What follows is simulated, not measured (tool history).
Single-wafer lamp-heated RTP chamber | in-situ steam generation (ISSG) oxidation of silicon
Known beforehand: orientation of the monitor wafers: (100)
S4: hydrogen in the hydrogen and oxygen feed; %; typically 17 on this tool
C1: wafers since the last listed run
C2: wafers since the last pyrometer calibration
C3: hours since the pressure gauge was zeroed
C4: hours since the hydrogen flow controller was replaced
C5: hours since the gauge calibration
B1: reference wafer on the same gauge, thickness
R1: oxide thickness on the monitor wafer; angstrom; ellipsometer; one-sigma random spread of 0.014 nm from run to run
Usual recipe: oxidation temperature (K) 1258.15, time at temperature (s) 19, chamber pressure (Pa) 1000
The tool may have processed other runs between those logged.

{"run": 1, "day": 0.0, "oxidation temperature (K)": 1258.15, "time at temperature (s)": 24, "chamber pressure (Pa)": 1000, "S4": 17, "C1": 0, "C2": 7600, "C3": 2463.3, "C4": 2925.5, "C5": 1030.8, "B1": 4.955, "R1": 48.31}
{"day": 0.712, "done": "gauge calibrated"}
{"run": 2, "day": 2.2, "oxidation temperature (K)": 1258.15, "time at temperature (s)": 24, "chamber pressure (Pa)": 1000, "S4": 17, "C1": 261, "C2": 7861, "C3": 2516.1, "C4": 2978.3, "C5": 35.7, "B1": 4.95, "R1": 48.35}
{"run": 3, "day": 4.358, "oxidation temperature (K)": 1258.15, "time at temperature (s)": 24, "chamber pressure (Pa)": 1000, "S4": 17, "C1": 256, "C2": 8118, "C3": 2567.9, "C4": 3030.1, "C5": 87.5, "B1": 4.946, "R1": 48.41}
{"run": 4, "day": 5.729, "oxidation temperature (K)": 1258.15, "time at temperature (s)": 19, "chamber pressure (Pa)": 1000, "S4": 17, "C1": 163, "C2": 8281, "C3": 2600.8, "C4": 3063, "C5": 120.4, "B1": 4.958, "R1": 43.56}
{"run": 5, "day": 7.538, "oxidation temperature (K)": 1258.15, "time at temperature (s)": 19, "chamber pressure (Pa)": 1000, "S4": 17, "C1": 215, "C2": 8496, "C3": 2644.2, "C4": 3106.4, "C5": 163.8, "B1": 4.951, "R1": 43.69}
{"day": 8.742, "done": "pressure gauge zeroed"}
{"run": 6, "day": 8.917, "oxidation temperature (K)": 1258.15, "time at temperature (s)": 19, "chamber pressure (Pa)": 1000, "S4": 17, "C1": 124, "C2": 8620, "C3": 4.2, "C4": 3139.5, "C5": 196.9, "B1": 4.95, "R1": 43.85}
{"day": 9.575, "done": "pyrometer window cleaned and pyrometer calibrated"}
{"run": 7, "day": 11.483, "oxidation temperature (K)": 1258.15, "time at temperature (s)": 19, "chamber pressure (Pa)": 1147, "S4": 17, "C1": 265, "C2": 227, "C3": 65.8, "C4": 3201.1, "C5": 258.5, "B1": 4.949, "R1": 42.62}
{"run": 8, "day": 13.571, "oxidation temperature (K)": 1258.15, "time at temperature (s)": 19, "chamber pressure (Pa)": 1000, "S4": 17, "C1": 248, "C2": 475, "C3": 115.9, "C4": 3251.2, "C5": 308.6, "B1": 4.96, "R1": 42.56}
{"run": 9, "day": 14.571, "oxidation temperature (K)": 1275.15, "time at temperature (s)": 14, "chamber pressure (Pa)": 920, "S4": 26, "C1": 118, "C2": 594, "C3": 139.9, "C4": 3275.2, "C5": 332.6, "B1": 4.947, "R1": 44.07}
{"run": 10, "day": 16.104, "oxidation temperature (K)": 1252.15, "time at temperature (s)": 19, "chamber pressure (Pa)": 1187, "S4": 17, "C1": 182, "C2": 776, "C3": 176.7, "C4": 3312, "C5": 369.4, "B1": 4.953, "R1": 41.61}
{"run": 11, "day": 17.512, "oxidation temperature (K)": 1258.15, "time at temperature (s)": 19, "chamber pressure (Pa)": 1000, "S4": 17, "C1": 167, "C2": 944, "C3": 210.5, "C4": 3345.8, "C5": 403.2, "B1": 4.95, "R1": 42.45}
{"run": 12, "day": 18.896, "oxidation temperature (K)": 1244.15, "time at temperature (s)": 19, "chamber pressure (Pa)": 920, "S4": 11, "C1": 164, "C2": 1108, "C3": 243.7, "C4": 3379, "C5": 436.4, "B1": 4.953, "R1": 36.31}
{"run": 13, "day": 21.8, "oxidation temperature (K)": 1258.15, "time at temperature (s)": 19, "chamber pressure (Pa)": 1000, "S4": 17, "C1": 345, "C2": 1454, "C3": 313.4, "C4": 3448.7, "C5": 506.1, "B1": 4.951, "R1": 42.76}
{"run": 14, "day": 23.029, "oxidation temperature (K)": 1258.15, "time at temperature (s)": 17, "chamber pressure (Pa)": 1160, "S4": 17, "C1": 146, "C2": 1600, "C3": 342.9, "C4": 3478.2, "C5": 535.6, "B1": 4.951, "R1": 40.34}
{"run": 15, "day": 25.921, "oxidation temperature (K)": 1252.15, "time at temperature (s)": 19, "chamber pressure (Pa)": 1000, "S4": 17, "C1": 343, "C2": 1944, "C3": 412.3, "C4": 3547.6, "C5": 605, "B1": 4.95, "R1": 41.79}
{"run": 16, "day": 28.8, "oxidation temperature (K)": 1258.15, "time at temperature (s)": 22, "chamber pressure (Pa)": 1053, "S4": 17, "C1": 342, "C2": 2286, "C3": 481.4, "C4": 3616.7, "C5": 674.1, "B1": 4.956, "R1": 45.5}
{"run": 17, "day": 30.804, "oxidation temperature (K)": 1241.15, "time at temperature (s)": 19, "chamber pressure (Pa)": 1173, "S4": 13, "C1": 238, "C2": 2525, "C3": 529.5, "C4": 3664.8, "C5": 722.2, "B1": 4.949, "R1": 37.92}

The next listed run, before its measurement:
{"run": 18, "day": 32.204, "oxidation temperature (K)": 1258.15, "time at temperature (s)": 19, "chamber pressure (Pa)": 1000, "S4": 17, "C1": 166, "C2": 2691, "C3": 563.1, "C4": 3698.4, "C5": 755.8, "B1": "?", "R1": "?"}

{"run 18": {"B1": 4.952, "R1": 42.64}}
The same run, on a tool lacking any hidden state, would have yielded R1 42.54 angstrom.
